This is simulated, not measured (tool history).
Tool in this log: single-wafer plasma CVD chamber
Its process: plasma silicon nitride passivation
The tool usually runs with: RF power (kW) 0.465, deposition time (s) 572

run	hour	RF power (kW)	deposition time (s)	wafers since the last listed run	hours since the last RF generator calibration	hours since the showerhead was replaced	hours since the gauge calibration	read-back reference wafer on the same gauge, thickness_nm	mean film thickness on the monitor wafer (Å)
1	0	0.42	572	0	1085.8	5395.9	216.6	931.493	7734.2
2	6.5	0.42	572	30	1092.3	5402.4	223.1	932.399	7764.94
3	20.8	0.465	572	67	1106.6	5416.7	237.4	931.844	7985.09
4	32.8	0.465	572	56	1118.6	5428.7	249.4	931.673	7982.68
5	49.6	0.49	653	79	1135.4	5445.5	266.2	932.034	9257.7
6	68.1	0.49	653	86	1153.9	5464	284.7	932.245	9244.49
7	81.2	0.465	635	61	1167	5477.1	297.8	932.015	8845.74
8	95.6	0.465	635	67	1181.4	5491.5	312.2	931.883	8851.47
9	111.5	0.515	631	74	1197.3	5507.4	328.1	931.69	9061.75
10	129.9	0.465	572	86	1215.7	5525.8	346.5	931.845	7977.98
11	142.4	0.465	572	58	1228.2	5538.3	359	932.161	7962.92
12	149.5	0.465	572	33	1235.3	5545.4	366.1	931.489	7967.05
# hour 170.6: RF generator calibrated
13	171.1	0.375	532	63	0.5	5567	387.7	932.649	7156.37
14	183.1	0.405	495	56	12.5	5579	399.7	932.038	6813.48
# hour 186: gauge calibrated
15	192.3	0.41	496	43	21.7	5588.2	6.3	932.023	6818.48
16	198.4	0.465	572	28	27.8	5594.3	12.4	932.096	8206.82
# hour 211.2: showerhead replaced
17	213.2	0.465	664	31	42.6	2	27.2	932.247	9496.6
18	221.9	0.465	572	40	51.3	10.7	35.9	932.562	8194.6
19	239.2	0.55	572	81	68.6	28	53.2	931.968	8628.23
20	279.2	0.465	572	188	108.6	68	93.2	931.268	8194.86
21	295.7	0.545	640	77	125.1	84.5	109.7	931.829	9582.77
22	303	0.4	506	34	132.4	91.8	117	932.36	6898.86
23	315.2	0.49	653	57	144.6	104	129.2	931.959	9450.64
24	336.5	0.535	636	100	165.9	125.3	150.5	932.062	9493.33
25	347.4	0.545	473	51	176.8	136.2	161.4	932.732	7079.24

Consider 3 possible next runs. They are alternatives, not a sequence: every one starts from the tool as it was left by run 25. What does each give?
A	348	0.465	572	2	177.4	136.8	162	?	?
B	348	0.465	605	2	177.4	136.8	162	?	?
C	348	0.43	572	2	177.4	136.8	162	?	?

run	read-back reference wafer on the same gauge, thickness_nm	mean film thickness on the monitor wafer (Å)
A	932.197	8161.41
B	932.197	8632.26
C	932.197	7971.11
With the hidden condition removed and each run's random variation left untouched, the same runs would have given:
run	mean film thickness on the monitor wafer (Å)
A	8195.31
B	8668.11
C	8004.21

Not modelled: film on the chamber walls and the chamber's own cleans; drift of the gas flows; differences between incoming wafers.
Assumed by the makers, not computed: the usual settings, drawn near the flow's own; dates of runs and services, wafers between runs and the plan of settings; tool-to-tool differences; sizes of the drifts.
